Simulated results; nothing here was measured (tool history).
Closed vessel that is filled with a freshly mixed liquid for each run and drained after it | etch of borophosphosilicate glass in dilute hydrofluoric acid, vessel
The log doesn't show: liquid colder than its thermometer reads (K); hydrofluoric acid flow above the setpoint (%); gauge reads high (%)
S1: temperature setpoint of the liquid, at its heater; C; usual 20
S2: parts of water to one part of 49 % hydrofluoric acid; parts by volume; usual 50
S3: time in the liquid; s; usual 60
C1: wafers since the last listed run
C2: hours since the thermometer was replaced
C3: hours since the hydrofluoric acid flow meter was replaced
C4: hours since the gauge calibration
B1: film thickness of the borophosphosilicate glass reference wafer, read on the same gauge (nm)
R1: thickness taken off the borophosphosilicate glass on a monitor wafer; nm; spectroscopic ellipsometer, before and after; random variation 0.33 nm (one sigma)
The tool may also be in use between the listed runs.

run,hour,S1,S2,S3,C1,C2,C3,C4,B1,R1
1,0,20,50,60,0,1249,370.3,118.9,120.01,49.45
2,14.6,21.5,50,60,1210,1263.6,384.9,133.5,120,52.58
3,50.5,21.5,50,60,2977,1299.5,420.8,169.4,119.99,52.34
4,70.6,20,50,60,1666,1319.6,440.9,189.5,120.01,48.89
5,106.6,20,50,60,2985,1355.6,476.9,225.5,120.01,48.86
6,135.9,20,50,60,2429,1384.9,506.2,254.8,119.99,48.96
7,148.8,20,50,60,1069,1397.8,519.1,267.7,119.99,48.3
8,163.5,20,50,60,1219,1412.5,533.8,282.4,119.99,48.4
9,192.4,20,50,60,2396,1441.4,562.7,311.3,119.98,49.32
10,223.1,20,50,60,2545,1472.1,593.4,342,119.99,48.66
# hour 251.1: gauge calibrated
11,272.6,20,50,60,4104,1521.6,642.9,21.5,119.99,47.92
12,306.1,20,35,60,2778,1555.1,676.4,55,119.99,70.75
# hour 329.5: hydrofluoric acid flow meter replaced
13,338,17,35,60,2562,1587,8.5,86.9,119.99,61.75
# hour 342.5: thermometer replaced
14,367.2,20,50,75,2338,24.7,37.7,116.1,120.01,66.2
15,381.5,20,50,60,1185,39,52,130.4,119.99,53.29
16,406.2,20,25,60,2048,63.7,76.7,155.1,119.99,108.94
17,432.5,20,50,60,2181,90,103,181.4,120.01,52.58
18,462.7,20,50,80,2504,120.2,133.2,211.6,120,70.28
19,492.3,20,50,35,2454,149.8,162.8,241.2,119.99,30.47
20,505.6,17,35,40,1102,163.1,176.1,254.5,120,44.9
21,541.1,20,50,60,2943,198.6,211.6,290,120.01,52.17
22,558.5,20,50,40,1442,216,229,307.4,120.01,35.17
23,571.9,20,50,60,1111,229.4,242.4,320.8,119.99,52.31

5 ways to go on from here, each from the tool as it stands after run 23. What would each give?
A,572.6,20,50,60,58,230.1,243.1,321.5,?,?
B,572.6,20,60,60,58,230.1,243.1,321.5,?,?
C,572.6,18.5,30,60,58,230.1,243.1,321.5,?,?
D,572.6,20,30,60,58,230.1,243.1,321.5,?,?
E,572.6,17,40,35,58,230.1,243.1,321.5,?,?

run,B1,R1
A,119.99,52.11
B,119.99,42.92
C,119.99,83.31
D,119.99,88.94
E,119.99,33.75
Without the tool's hidden state the same runs would have given:
run,R1
A,53.64
B,44.17
C,85.83
D,91.59
E,34.77

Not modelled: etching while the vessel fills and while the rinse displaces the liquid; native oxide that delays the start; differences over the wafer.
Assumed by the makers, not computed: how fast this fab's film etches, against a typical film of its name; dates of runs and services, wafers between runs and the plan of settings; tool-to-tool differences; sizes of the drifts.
